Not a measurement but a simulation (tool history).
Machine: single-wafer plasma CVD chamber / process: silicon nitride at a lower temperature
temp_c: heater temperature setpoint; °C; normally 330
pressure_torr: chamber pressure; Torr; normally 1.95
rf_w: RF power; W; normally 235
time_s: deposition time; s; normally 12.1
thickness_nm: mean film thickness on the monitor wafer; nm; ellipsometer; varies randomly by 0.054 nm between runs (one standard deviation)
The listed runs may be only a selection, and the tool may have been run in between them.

| run | hour | temp_c | pressure_torr | rf_w | time_s | wafers since the last listed run | hours since the last thermocouple change | hours since the last RF generator calibration | hours since the last manometer calibration | hours since the showerhead was replaced | hours since the gauge calibration | read-back reference wafer on the same gauge, thickness_nm | thickness_nm |
|---|---|---|---|---|---|---|---|---|---|---|---|---|---|
| 1 | 0.0 | 330 | 1.95 | 235 | 12.1 | 0 | 2105.4 | 291.6 | 2140.4 | 6767.9 | 560.8 | 12.128 | 12.539 |
| 2 | 58.7 | 330 | 2.32 | 235 | 13.0 | 1531 | 2164.1 | 350.3 | 2199.1 | 6826.6 | 619.5 | 12.120 | 14.135 |
| 3 | 102.6 | 330 | 1.95 | 235 | 12.1 | 1145 | 2208.0 | 394.2 | 2243.0 | 6870.5 | 663.4 | 12.137 | 12.530 |
| 4 | 290.4 | 330 | 1.95 | 220 | 12.1 | 4898 | 2395.8 | 582.0 | 2430.8 | 7058.3 | 851.2 | 12.243 | 12.132 |
| 5 | 319.4 | 330 | 1.95 | 220 | 12.1 | 756 | 2424.8 | 611.0 | 2459.8 | 7087.3 | 880.2 | 12.204 | 12.175 |
| 6 | 353.3 | 330 | 1.95 | 235 | 12.1 | 884 | 2458.7 | 644.9 | 2493.7 | 7121.2 | 914.1 | 12.233 | 12.605 |
|  | 401.1 | thermocouple changed; heater temperature recalibrated |
| 7 | 420.4 | 330 | 1.95 | 235 | 12.1 | 1541 | 19.3 | 712.0 | 2560.8 | 7188.3 | 981.2 | 12.252 | 12.697 |
| 8 | 458.6 | 330 | 1.95 | 235 | 12.1 | 996 | 57.5 | 750.2 | 2599.0 | 7226.5 | 1019.4 | 12.250 | 12.589 |
|  | 474.4 | showerhead replaced |
| 9 | 494.1 | 330 | 1.95 | 235 | 12.1 | 717 | 93.0 | 785.7 | 2634.5 | 19.7 | 1054.9 | 12.250 | 12.715 |
| 10 | 536.4 | 338 | 2.24 | 235 | 12.1 | 1103 | 135.3 | 828.0 | 2676.8 | 62.0 | 1097.2 | 12.276 | 13.152 |
|  | 560.5 | RF generator calibrated |
|  | 580.2 | gauge calibrated |
| 11 | 598.5 | 330 | 1.95 | 235 | 12.1 | 1411 | 197.4 | 38.0 | 2738.9 | 124.1 | 18.3 | 12.038 | 12.379 |
| 12 | 644.1 | 340 | 1.95 | 280 | 12.1 | 1189 | 243.0 | 83.6 | 2784.5 | 169.7 | 63.9 | 12.046 | 13.825 |
| 13 | 709.3 | 343 | 1.65 | 235 | 14.5 | 1700 | 308.2 | 148.8 | 2849.7 | 234.9 | 129.1 | 12.035 | 14.274 |
| 14 | 734.2 | 322 | 1.69 | 260 | 13.3 | 649 | 333.1 | 173.7 | 2874.6 | 259.8 | 154.0 | 12.087 | 13.996 |
| 15 | 804.7 | 330 | 1.95 | 190 | 12.1 | 1839 | 403.6 | 244.2 | 2945.1 | 330.3 | 224.5 | 12.104 | 10.896 |
| 16 | 853.0 | 330 | 1.95 | 235 | 12.1 | 1259 | 451.9 | 292.5 | 2993.4 | 378.6 | 272.8 | 12.117 | 12.521 |
| 17 | 877.8 | 318 | 1.95 | 235 | 12.1 | 646 | 476.7 | 317.3 | 3018.2 | 403.4 | 297.6 | 12.114 | 12.591 |
|  | 936.4 | capacitance manometer re-zeroed and calibrated |
| 18 | 936.9 | 324 | 2.35 | 235 | 12.1 | 1333 | 535.8 | 376.4 | 0.5 | 462.5 | 356.7 | 12.125 | 13.152 |
| 19 | 961.5 | 330 | 1.67 | 235 | 10.1 | 641 | 560.4 | 401.0 | 25.1 | 487.1 | 381.3 | 12.123 | 9.988 |
| 20 | 1001.4 | 330 | 1.95 | 235 | 11.2 | 1040 | 600.3 | 440.9 | 65.0 | 527.0 | 421.2 | 12.153 | 11.615 |
| 21 | 1069.9 | 330 | 1.95 | 235 | 11.2 | 1786 | 668.8 | 509.4 | 133.5 | 595.5 | 489.7 | 12.195 | 11.655 |
| 22 | 1121.0 | 330 | 2.24 | 235 | 13.6 | 1333 | 719.9 | 560.5 | 184.6 | 646.6 | 540.8 | 12.228 | 14.733 |
| 23 | 1171.4 | 330 | 1.95 | 235 | 12.1 | 1314 | 770.3 | 610.9 | 235.0 | 697.0 | 591.2 | 12.217 | 12.609 |

What if the next run were any one of these 4? Each begins from the tool's condition after run 23:
| A | 1171.8 | 330 | 1.95 | 235 | 12.1 | 10 | 770.7 | 611.3 | 235.4 | 697.4 | 591.6 | ? | ? |
| B | 1171.8 | 341 | 1.95 | 235 | 12.1 | 10 | 770.7 | 611.3 | 235.4 | 697.4 | 591.6 | ? | ? |
| C | 1171.8 | 319 | 1.95 | 215 | 12.9 | 10 | 770.7 | 611.3 | 235.4 | 697.4 | 591.6 | ? | ? |
| D | 1171.8 | 330 | 1.68 | 235 | 12.1 | 10 | 770.7 | 611.3 | 235.4 | 697.4 | 591.6 | ? | ? |

| run | read-back reference wafer on the same gauge, thickness_nm | thickness_nm |
|---|---|---|
| A | 12.201 | 12.657 |
| B | 12.201 | 12.610 |
| C | 12.201 | 12.780 |
| D | 12.201 | 12.115 |
Without the tool's unlogged condition, the same runs would have read:
| run | thickness_nm |
|---|---|
| A | 12.442 |
| B | 12.395 |
| C | 12.562 |
| D | 11.909 |

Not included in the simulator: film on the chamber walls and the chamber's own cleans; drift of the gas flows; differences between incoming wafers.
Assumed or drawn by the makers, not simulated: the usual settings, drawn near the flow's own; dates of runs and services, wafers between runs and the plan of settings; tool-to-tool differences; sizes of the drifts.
